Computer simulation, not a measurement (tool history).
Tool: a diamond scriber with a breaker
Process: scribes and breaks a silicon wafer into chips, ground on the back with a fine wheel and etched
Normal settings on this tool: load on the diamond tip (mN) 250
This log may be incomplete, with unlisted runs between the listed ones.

run	hour	load on the diamond tip (mN)	wafers since the last listed run	hours since the diamond tip was replaced	hours since the load on the tip was calibrated	incoming depth of the damage left on the back of the incoming wafer, um	depth of the median crack under the scribed line (µm)	chips rejected at inspection after the break (%)
1	0.0	209	0	264.9	1036.5	0.33	9.99	7.13
2	22.7	274	78	287.6	1059.2	0.72	11.92	2.63
3	40.2	250	60	305.1	1076.7	0.57	11.39	3.84
4	70.1	250	102	335.0	1106.6	0.44	11.09	4.33
5	93.7	250	81	358.6	1130.2	0.57	10.95	4.95
6	117.9	250	83	382.8	1154.4	0.78	11.01	5.14
7	136.6	250	64	401.5	1173.1	0.42	10.67	4.64
8	167.3	250	105	432.2	1203.8	0.72	10.79	5.16
9	202.1	250	119	467.0	1238.6	0.44	10.45	5.85
10	228.7	250	91	493.6	1265.2	0.54	10.56	6.22
11	241.9	250	45	506.8	1278.4	0.66	10.31	6.21
12	266.1	250	83	531.0	1302.6	0.57	10.46	6.78
13	278.2	250	41	543.1	1314.7	0.53	10.38	7.04
14	303.7	286	87	568.6	1340.2	0.31	11.04	4.40
15	317.9	286	48	582.8	1354.4	0.54	11.09	4.19
# hour 333.5: load on the tip recalibrated
16	352.3	286	111	617.2	18.8	0.60	11.95	2.48
17	368.6	275	56	633.5	35.1	0.40	11.76	3.05
18	389.4	250	71	654.3	55.9	0.78	10.89	4.24
19	416.6	250	93	681.5	83.1	0.37	10.79	4.61
# hour 420.6: diamond tip replaced by a new one
20	441.5	250	78	20.9	108.0	0.41	12.55	2.25
21	460.0	308	63	39.4	126.5	0.44	14.28	2.97
22	485.5	250	87	64.9	152.0	0.68	12.59	2.13
23	503.4	250	61	82.8	169.9	0.33	12.33	2.33
24	538.5	314	120	117.9	205.0	0.69	14.48	3.15
25	557.8	320	66	137.2	224.3	0.65	14.36	3.24
26	574.2	203	56	153.6	240.7	0.62	10.53	5.36
27	586.8	208	43	166.2	253.3	0.54	10.92	5.04
28	612.7	250	89	192.1	279.2	0.54	11.90	2.30
29	627.8	250	51	207.2	294.3	0.46	11.66	2.61
30	657.1	230	100	236.5	323.6	0.69	11.39	3.31

Predict the results of run 31:
31	679.1	250	75	258.5	345.6	0.54	?	?

For run 31 the tool returned depth of the median crack under the scribed line (µm) 11.69, chips rejected at inspection after the break (%) 2.47.
With the hidden condition absent and the run-to-run variation left alone, this run would have shown depth of the median crack under the scribed line (µm) 12.64, chips rejected at inspection after the break (%) 1.95.
